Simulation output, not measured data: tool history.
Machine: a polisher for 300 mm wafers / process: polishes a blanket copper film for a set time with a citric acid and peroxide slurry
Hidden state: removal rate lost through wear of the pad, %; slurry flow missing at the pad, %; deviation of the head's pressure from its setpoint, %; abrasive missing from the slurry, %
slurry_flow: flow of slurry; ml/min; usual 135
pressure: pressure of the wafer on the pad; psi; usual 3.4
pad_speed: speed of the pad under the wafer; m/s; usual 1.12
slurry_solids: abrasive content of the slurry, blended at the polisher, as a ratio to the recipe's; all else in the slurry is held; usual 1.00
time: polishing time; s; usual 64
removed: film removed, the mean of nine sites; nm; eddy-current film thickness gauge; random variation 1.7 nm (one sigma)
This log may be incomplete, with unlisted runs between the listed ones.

| run | hour | slurry_flow | pressure | pad_speed | slurry_solids | time | wafers since the last listed run | wafers polished on this pad | hours since the slurry nozzle was cleaned | hours since the head pressure was calibrated | hours since the slurry blender was calibrated | incoming thickness of the incoming film, nm | removed |
|---|---|---|---|---|---|---|---|---|---|---|---|---|---|
| 1 | 0.0 | 135 | 2.6 | 1.12 | 1.00 | 64 | 0 | 1572 | 16.6 | 760.5 | 47.2 | 1127.9 | 120.6 |
|  | 13.1 | worn pad replaced by a new one |
| 2 | 37.4 | 135 | 2.6 | 1.12 | 1.00 | 64 | 429 | 312 | 54.0 | 797.9 | 84.6 | 1124.5 | 131.1 |
| 3 | 94.6 | 135 | 3.4 | 1.12 | 1.00 | 64 | 734 | 1047 | 111.2 | 855.1 | 141.8 | 1150.1 | 142.7 |
| 4 | 148.9 | 135 | 3.4 | 1.12 | 1.00 | 64 | 697 | 1745 | 165.5 | 909.4 | 196.1 | 1139.7 | 138.2 |
|  | 163.3 | worn pad replaced by a new one |
| 5 | 179.9 | 135 | 3.4 | 1.12 | 1.00 | 64 | 346 | 212 | 196.5 | 940.4 | 227.1 | 1162.2 | 143.3 |
| 6 | 211.2 | 135 | 3.4 | 1.12 | 1.00 | 64 | 402 | 614 | 227.8 | 971.7 | 258.4 | 1139.1 | 136.2 |
|  | 237.2 | slurry nozzle cleaned |
|  | 257.8 | slurry blender recalibrated |
| 7 | 283.5 | 135 | 4.2 | 1.12 | 1.00 | 64 | 890 | 1505 | 46.3 | 1044.0 | 25.7 | 1136.2 | 160.2 |
|  | 294.8 | worn pad replaced by a new one |
| 8 | 309.6 | 135 | 4.0 | 1.12 | 1.00 | 58 | 283 | 189 | 72.4 | 1070.1 | 51.8 | 1137.9 | 155.5 |
| 9 | 350.0 | 160 | 2.3 | 1.12 | 0.80 | 49 | 519 | 708 | 112.8 | 1110.5 | 92.2 | 1153.8 | 84.0 |
| 10 | 382.5 | 135 | 3.4 | 1.12 | 1.15 | 54 | 417 | 1126 | 145.3 | 1143.0 | 124.7 | 1136.3 | 122.5 |
| 11 | 411.6 | 115 | 3.4 | 1.12 | 1.15 | 64 | 373 | 1500 | 174.4 | 1172.1 | 153.8 | 1125.1 | 140.1 |
|  | 432.8 | worn pad replaced by a new one |
|  | 437.5 | head pressure recalibrated |
| 12 | 465.5 | 135 | 3.7 | 1.12 | 1.00 | 72 | 615 | 394 | 228.3 | 28.0 | 207.7 | 1123.6 | 171.6 |
| 13 | 506.4 | 170 | 3.4 | 1.12 | 0.75 | 64 | 525 | 920 | 269.2 | 68.9 | 248.6 | 1137.1 | 134.4 |
|  | 539.2 | slurry nozzle cleaned |
|  | 561.1 | slurry blender recalibrated |
| 14 | 561.6 | 135 | 4.4 | 1.12 | 1.30 | 76 | 670 | 1590 | 22.4 | 124.1 | 0.5 | 1124.6 | 215.4 |
|  | 569.3 | worn pad replaced by a new one |
| 15 | 611.0 | 135 | 4.2 | 0.96 | 0.85 | 64 | 583 | 535 | 71.8 | 173.5 | 49.9 | 1156.1 | 140.5 |
| 16 | 672.3 | 135 | 3.4 | 1.12 | 1.00 | 53 | 787 | 1322 | 133.1 | 234.8 | 111.2 | 1154.5 | 115.2 |
| 17 | 711.8 | 135 | 3.4 | 1.12 | 1.00 | 64 | 507 | 1830 | 172.6 | 274.3 | 150.7 | 1127.0 | 140.3 |

Forecast each of these 3 alternatives for the next run:
| A | 712.2 | 150 | 3.4 | 1.12 | 1.00 | 64 | 5 | 1835 | 173.0 | 274.7 | 151.1 | 1143.6 | ? |
| B | 712.2 | 135 | 4.2 | 1.12 | 1.00 | 56 | 5 | 1835 | 173.0 | 274.7 | 151.1 | 1143.6 | ? |
| C | 712.2 | 135 | 2.4 | 1.12 | 1.00 | 64 | 5 | 1835 | 173.0 | 274.7 | 151.1 | 1143.6 | ? |

| run | removed |
|---|---|
| A | 142.5 |
| B | 141.4 |
| C | 113.2 |
Without the tool's unlogged condition, the same runs would have read:
| run | removed |
|---|---|
| A | 165.3 |
| B | 164.0 |
| C | 131.2 |
